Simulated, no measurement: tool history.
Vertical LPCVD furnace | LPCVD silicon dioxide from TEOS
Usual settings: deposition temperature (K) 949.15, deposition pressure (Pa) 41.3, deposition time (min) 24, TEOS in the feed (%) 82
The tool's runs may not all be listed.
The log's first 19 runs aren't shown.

run,hour,deposition temperature (K),deposition pressure (Pa),deposition time (min),TEOS in the feed (%),"read-back reference wafer on the same gauge, thickness",film thickness on the monitor wafer in the middle of the boat (nm)
20,505.6,939.15,32,16.5,92,129.98,58.09
21,534,953.15,41.3,16.5,92,129.96,93.84
22,557.3,949.15,41.3,24,82,129.96,116.95
23,576.7,949.15,41.3,24,75,129.9,111.76
24,594.3,942.15,41.3,16,67,129.94,59.35
25,635.2,949.15,37.3,26.5,82,130.02,122.9
26,670.8,949.15,41.3,24,82,129.97,117.4
27,701.5,949.15,32.7,29.5,82,129.9,130.07
28,740.3,949.15,41.3,24,82,129.92,118.99
29,753.6,949.15,44.7,21.5,82,129.87,110.84
30,766.2,960.15,41.3,24,74,129.95,147.32
31,799,949.15,43.3,24,82,129.89,122.4
32,811.9,958.15,41.3,24,82,129.85,148.73

3 ways to go on from here, each from the tool as it stands after run 32. What would each give?
A,816.4,949.15,41.3,24,82,?,?
B,816.4,949.15,48,26.5,82,?,?
C,816.4,945.15,31.3,27,82,?,?

run,"read-back reference wafer on the same gauge, thickness",film thickness on the monitor wafer in the middle of the boat (nm)
A,129.97,119.68
B,129.97,142.17
C,129.97,106.68
Without the tool's hidden state the same runs would have given:
run,film thickness on the monitor wafer in the middle of the boat (nm)
A,115.14
B,137
C,102.22
